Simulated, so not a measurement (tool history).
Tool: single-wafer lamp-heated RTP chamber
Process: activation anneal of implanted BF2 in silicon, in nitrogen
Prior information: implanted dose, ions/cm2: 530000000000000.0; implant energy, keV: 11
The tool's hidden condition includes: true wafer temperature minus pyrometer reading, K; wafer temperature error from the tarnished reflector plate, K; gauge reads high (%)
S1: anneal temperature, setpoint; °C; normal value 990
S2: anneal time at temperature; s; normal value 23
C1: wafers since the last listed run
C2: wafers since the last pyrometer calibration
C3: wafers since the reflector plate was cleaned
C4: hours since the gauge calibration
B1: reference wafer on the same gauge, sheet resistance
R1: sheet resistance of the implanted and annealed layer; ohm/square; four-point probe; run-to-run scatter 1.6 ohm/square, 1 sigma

run    hour    S1  S2    C1    C2     C3      C4      B1      R1
  1       0   970  32     0  1494  14601   581.9  286.96  310.86
         12  -- reflector plate cleaned
  2    88.2   990  23   919  2413    873   670.1  286.83  296.45
  3     154   990  23   754  3168   1628   735.9   287.2  295.37
  4   210.6   990  23   648  3817   2277   792.5  286.69  298.45
  5   284.3   990  29   845  4662   3122   866.2  287.18  288.32
  6   353.3   990  29   791  5453   3913   935.2  286.76  287.53
  7   400.2   990  23   537  5991   4451   982.1  287.29  292.22
  8   446.6   990  23   532  6523   4983  1028.5  286.92  289.03
  9   493.6   990  19   538  7061   5521  1075.5  286.89  293.32
 10   542.6   990  23   561  7623   6083  1124.5  286.99  287.81
 11   638.9   990  23  1104  8727   7187  1220.8  287.05  284.54
 12   702.8   974  33   732  9460   7920  1284.7   286.6  294.51
      714.3  -- pyrometer window cleaned and pyrometer calibrated
 13   754.3   990  23   498   458   8419  1336.2  286.37  298.03
 14   809.3   990  23   630  1089   9050  1391.2  287.19  298.01
 15   887.9   971  37   901  1990   9951  1469.8  287.09  307.33
 16   968.5   974  17   924  2914  10875  1550.4  287.13  320.88
 17  1065.7  1015  32  1114  4029  11989  1647.6  287.01  260.53
     1129.1  -- gauge calibrated
 18  1367.3   990  23  3458  7487  15448   238.2  287.29  287.25
 19  1407.4   990  23   459  7947  15907   278.3  287.25  285.65
     1417.1  -- reflector plate cleaned
 20  1491.4   990  30   871  8818    852   362.3  286.88  285.99
     1524.3  -- pyrometer window cleaned and pyrometer calibrated
 21  1557.7  1017  30   668   382   1520   428.6  286.92  271.68
 22  1659.4   978  31  1166  1548   2687   530.3  286.82  304.69
 23  1748.8  1013  30  1025  2573   3712   619.7  286.96  271.86
 24  1831.2  1011  11   944  3518   4656   702.1   286.7  293.09
 25  1918.1   963  23   996  4515   5653     789  286.92  334.02
 26  1978.7   969   9   694  5209   6348   849.6  286.42  356.08
 27  2054.2  1003  13   865  6075   7213   925.1  287.17   296.5
 28  2113.7   990  23   682  6757   7896   984.6  286.72  288.37
 29  2212.5  1016  33  1132  7890   9028  1083.4  286.73  255.86

Consider 4 possible next runs. They are alternatives, not a sequence: every one starts from the tool as it was left by run 29. What does each give?
  A  2212.9   990  23   4  7895  9033  1083.8   ?   ?
  B  2212.9   968  31   4  7895  9033  1083.8   ?   ?
  C  2212.9   979  10   4  7895  9033  1083.8   ?   ?
  D  2212.9  1004  33   4  7895  9033  1083.8   ?   ?

run      B1      R1
  A  286.98  289.28
  B  286.98  304.44
  C  286.98  325.28
  D  286.98   267.6
The same runs, with their run-to-run variation unchanged, on a tool lacking any hidden condition would have given:
run      R1
  A  309.37
  B  339.62
  C  363.88
  D  285.07
